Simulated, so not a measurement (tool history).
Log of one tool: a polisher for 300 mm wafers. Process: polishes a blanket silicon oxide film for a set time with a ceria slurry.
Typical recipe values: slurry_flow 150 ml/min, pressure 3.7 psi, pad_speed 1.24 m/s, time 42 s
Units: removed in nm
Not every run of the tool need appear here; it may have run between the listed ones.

run,hour,slurry_flow,pressure,pad_speed,time,"incoming thickness of the incoming film, nm",removed
1,0,150,3.7,1.24,42,783.2,268
2,31.2,150,3.7,1.24,42,762.8,266.2
3,76.5,150,3.7,1.24,42,765.5,263.7
4,104.6,150,3.7,1.24,42,778.3,266.7
# hour 163.5: worn pad replaced by a new one
5,173.8,150,3.7,1.02,42,776,246.1
6,233.2,150,3.7,1.02,42,766.5,232.8
7,257.8,160,3.7,1.24,39,770.8,260.2
# hour 260.1: slurry nozzle cleaned
8,284.9,170,3.7,1.1,42,768.7,251.1
# hour 323.1: head pressure recalibrated
9,340.6,150,3.7,1.24,42,770.9,276.1
10,369.4,150,3.7,1.24,42,762.6,272
11,419.5,150,3.7,1.24,42,780.1,271.3
12,477.5,150,3.7,1.24,42,761,270.5
# hour 551.8: worn pad replaced by a new one
13,591.7,150,3.7,1.24,42,776.1,283.9
14,633.6,150,3.7,1.24,42,776.3,278
15,678.2,150,5,1.08,42,770.9,325.6
# hour 751.3: head pressure recalibrated
# hour 751.6: slurry nozzle cleaned
16,763.8,150,3.7,1.24,42,771.3,272.4
17,789,150,3.7,1.24,42,768,265.9
18,837,150,4.1,1.5,36,764.8,303.2
19,873,150,3.7,1.24,42,777.9,267.3
20,922.9,150,3.7,1.24,42,766.4,268.8
21,990.7,130,3.7,1.64,42,771.7,330.8
22,1016.6,150,3.7,1.24,42,767.4,264.3
# hour 1055.2: worn pad replaced by a new one
23,1066.6,170,3.7,1.24,42,773.6,295
24,1112.6,110,3.7,1.24,52,781.3,326.5
25,1165.8,110,2.7,1.08,42,770.2,167.4
# hour 1199.3: slurry nozzle cleaned
26,1214.4,110,2.7,1.08,42,779,167
# hour 1224.3: head pressure recalibrated
27,1271.6,150,3.7,1.24,42,762.5,274.8
28,1334,190,3.7,0.96,30,779.9,158.3
29,1364.9,130,3.7,1.24,42,782.6,264
30,1415.3,180,3.7,1.1,42,754.4,252.1
31,1460.4,180,4.7,0.9,51,753,319.7
# hour 1499.5: worn pad replaced by a new one
32,1511.1,185,3.3,1.24,32,774.6,200.4
33,1560.7,175,3.7,0.86,42,766.3,204
34,1589.7,150,3.7,1.24,36,754.2,238.9
# hour 1619.9: head pressure recalibrated
# hour 1626.5: slurry nozzle cleaned
35,1632,150,3.7,0.9,32,774.1,160.6
36,1684.6,165,3.7,1.42,34,767,254.2
37,1746,190,4.3,1.38,48,773.1,419.4

Subtracting, for every run, the result it would have given without the tool's unlogged condition from the measured result gives the following. The same run-to-run variation enters both numbers; the gauge's scatter may not:
Hidden state present: removal rate lost through wear of the pad, %; slurry flow missing at the pad, %; deviation of the head's pressure from its setpoint, %.
run,removed
1,-26.2
2,-26.5
3,-26.9
4,-27.5
5,-3.8
6,-10.3
7,-14
8,-15.7
9,-21.1
10,-22.3
11,-24.2
12,-25.8
13,-11.5
14,-16.3
15,-23.9
16,-25.2
17,-25.7
18,-31.1
19,-28.3
20,-29.4
21,-37.2
22,-30
23,-3.1
24,-10.8
25,-8.8
26,-11
27,-21.1
28,-13.5
29,-23.2
30,-23.1
31,-30.1
32,-3.5
33,-8.5
34,-12.7
35,-10.7
36,-20
37,-37.2
